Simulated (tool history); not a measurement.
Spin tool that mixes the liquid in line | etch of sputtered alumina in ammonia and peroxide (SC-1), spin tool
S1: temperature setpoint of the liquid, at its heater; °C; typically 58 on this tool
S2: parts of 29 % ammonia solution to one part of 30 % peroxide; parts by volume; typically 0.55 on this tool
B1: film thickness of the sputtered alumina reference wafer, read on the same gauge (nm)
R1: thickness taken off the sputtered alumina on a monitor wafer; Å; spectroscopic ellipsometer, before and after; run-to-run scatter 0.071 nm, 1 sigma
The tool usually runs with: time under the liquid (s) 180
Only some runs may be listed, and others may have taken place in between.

{"run": 1, "hour": 0.0, "S1": 58, "S2": 0.55, "time under the liquid (s)": 180, "B1": 90, "R1": 102.9}
{"run": 2, "hour": 28.6, "S1": 58, "S2": 0.55, "time under the liquid (s)": 180, "B1": 90.04, "R1": 102.3}
{"run": 3, "hour": 59.1, "S1": 58, "S2": 0.55, "time under the liquid (s)": 180, "B1": 90.03, "R1": 102.8}
{"run": 4, "hour": 116.2, "S1": 58, "S2": 0.55, "time under the liquid (s)": 180, "B1": 90.05, "R1": 102.6}
{"run": 5, "hour": 163.1, "S1": 58, "S2": 0.55, "time under the liquid (s)": 180, "B1": 90.04, "R1": 102.9}
{"hour": 192.5, "done": "new drum of ammonia solution connected"}
{"run": 6, "hour": 199.6, "S1": 58, "S2": 0.55, "time under the liquid (s)": 180, "B1": 90.03, "R1": 103.4}
{"hour": 253.2, "done": "heated supply line repaired"}
{"run": 7, "hour": 348.3, "S1": 58, "S2": 0.55, "time under the liquid (s)": 180, "B1": 90, "R1": 102.1}
{"run": 8, "hour": 381.1, "S1": 58, "S2": 0.55, "time under the liquid (s)": 245, "B1": 89.99, "R1": 139}
{"run": 9, "hour": 445.8, "S1": 58, "S2": 0.55, "time under the liquid (s)": 180, "B1": 89.99, "R1": 101.9}
{"hour": 501.4, "done": "new drum of ammonia solution connected"}
{"run": 10, "hour": 502.3, "S1": 50, "S2": 0.55, "time under the liquid (s)": 120, "B1": 90.01, "R1": 44.5}
{"run": 11, "hour": 568.8, "S1": 52.5, "S2": 0.45, "time under the liquid (s)": 245, "B1": 90.03, "R1": 101.2}
{"run": 12, "hour": 619.3, "S1": 50.5, "S2": 0.4, "time under the liquid (s)": 180, "B1": 90.01, "R1": 66.7}
{"hour": 642.5, "done": "gauge calibrated"}
{"run": 13, "hour": 666.0, "S1": 55, "S2": 0.55, "time under the liquid (s)": 255, "B1": 90.01, "R1": 124}
{"hour": 702.4, "done": "ammonia flow meter replaced"}
{"run": 14, "hour": 702.9, "S1": 50, "S2": 0.3, "time under the liquid (s)": 180, "B1": 89.99, "R1": 63.8}

For run 15, what comes out?
{"run": 15, "hour": 737.8, "S1": 58, "S2": 0.55, "time under the liquid (s)": 180, "B1": "?", "R1": "?"}

B1: 90
R1: 101.7 Å
Were there no unlogged condition in the tool, this run, its random variation unchanged, would have produced R1 101.7 Å.
